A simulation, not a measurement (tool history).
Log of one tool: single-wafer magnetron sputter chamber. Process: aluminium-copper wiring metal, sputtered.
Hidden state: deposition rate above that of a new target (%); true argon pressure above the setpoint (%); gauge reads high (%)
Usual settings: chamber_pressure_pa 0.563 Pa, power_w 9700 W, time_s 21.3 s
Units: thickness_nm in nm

run	hour	chamber_pressure_pa	power_w	time_s	wafers since the last listed run	wafers on the sputter target	hours since the last manometer calibration	hours since the magnet pack was replaced	hours since the gauge calibration	read-back reference wafer on the same gauge, thickness_nm	thickness_nm
1	0	0.563	9700	21.3	0	12968	1026.1	5777.6	930.7	398.837	335.286
2	77.2	0.563	9700	21.3	2263	15232	1103.3	5854.8	1007.9	398.741	333.105
# hour 100.3: sputter target and shields replaced
3	128.2	0.49	9700	21.3	1260	818	1154.3	5905.8	1058.9	398.795	332.989
4	169.3	0.49	9700	21.3	1205	2023	1195.4	5946.9	1100	398.817	336.188
5	229.4	0.563	8200	21.3	1762	3786	1255.5	6007	1160.1	398.857	272.148
6	266.6	0.563	9700	21.3	1090	4877	1292.7	6044.2	1197.3	398.952	322.59
7	329	0.563	9700	21.3	1829	6707	1355.1	6106.6	1259.7	399.355	322.972
8	372.3	0.563	9700	21.3	1269	7976	1398.4	6149.9	1303	398.993	319.28
9	435.7	0.563	9700	21.3	1859	9836	1461.8	6213.3	1366.4	398.383	317.002
10	473.6	0.563	9700	21.3	1111	10947	1499.7	6251.2	1404.3	398.951	317.808
11	540.1	0.563	9700	21.3	1950	12897	1566.2	6317.7	1470.8	398.742	315.436
# hour 629.1: magnet pack replaced
12	643.4	0.563	9700	21.3	2794	15692	1669.5	14.3	1574.1	399.173	315.731
# hour 752.1: sputter target and shields replaced, repeated, since the last time left the tool worse
13	752.6	0.563	9700	21.3	2967	13	1778.7	123.5	1683.3	398.905	340.173
14	789.2	0.417	11000	21.3	1073	1086	1815.3	160.1	1719.9	399.058	416.76
# hour 941.4: capacitance manometer re-zeroed and calibrated
15	956.4	0.563	11200	17.1	4668	5755	15	327.3	1887.1	399.156	317.657
16	1029.7	0.563	7350	23.3	2149	7904	88.3	400.6	1960.4	399.106	281.632
17	1127.2	0.563	9700	21.3	2859	10763	185.8	498.1	2057.9	398.984	337.35
# hour 1127.8: gauge calibrated
# hour 1285.8: sputter target and shields replaced
18	1327.2	0.563	9700	18.3	5630	1213	385.8	698.1	199.4	399.092	296.108
19	1382.1	0.743	11450	23.9	1609	2823	440.7	753	254.3	399.479	423.272
20	1515.2	0.703	11900	23.2	3903	6726	573.8	886.1	387.4	399.02	429.968
21	1552.2	0.563	9700	21.3	1085	7812	610.8	923.1	424.4	398.517	341.121
22	1628	0.563	11850	21.3	2222	10034	686.6	998.9	500.2	399.334	409.96
23	1679.6	0.563	9700	21.3	1513	11548	738.2	1050.5	551.8	399.032	333.596
24	1780.3	0.673	9700	17.1	2953	14501	838.9	1151.2	652.5	398.755	258.573
# hour 1847.3: sputter target and shields replaced
25	1847.8	0.563	9700	21.3	1744	13	906.4	1218.7	720	398.756	343.29
26	1904.9	0.563	9700	21.3	1674	1687	963.5	1275.8	777.1	398.889	340.602
27	1960.3	0.504	11850	20.2	1624	3312	1018.9	1331.2	832.5	399.289	405.994
28	2046.9	0.494	9700	21.3	2539	5851	1105.5	1417.8	919.1	398.706	349.469
29	2131.3	0.563	9700	21.3	2475	8327	1189.9	1502.2	1003.5	399.198	336.164
30	2214.4	0.563	7600	24.4	2436	10763	1273	1585.3	1086.6	399.136	302.025
31	2310.7	0.563	9700	19	2824	13587	1369.3	1681.6	1182.9	398.785	299.977

The next listed run, before its measurement:
32	2368.1	0.345	8150	25	1683	15271	1426.7	1739	1240.3	?	?

{"run 32": {"read-back reference wafer on the same gauge, thickness_nm": 398.936, "thickness_nm": 360.275}}
Without the tool's hidden state the same run would have given thickness_nm 372.926 nm.

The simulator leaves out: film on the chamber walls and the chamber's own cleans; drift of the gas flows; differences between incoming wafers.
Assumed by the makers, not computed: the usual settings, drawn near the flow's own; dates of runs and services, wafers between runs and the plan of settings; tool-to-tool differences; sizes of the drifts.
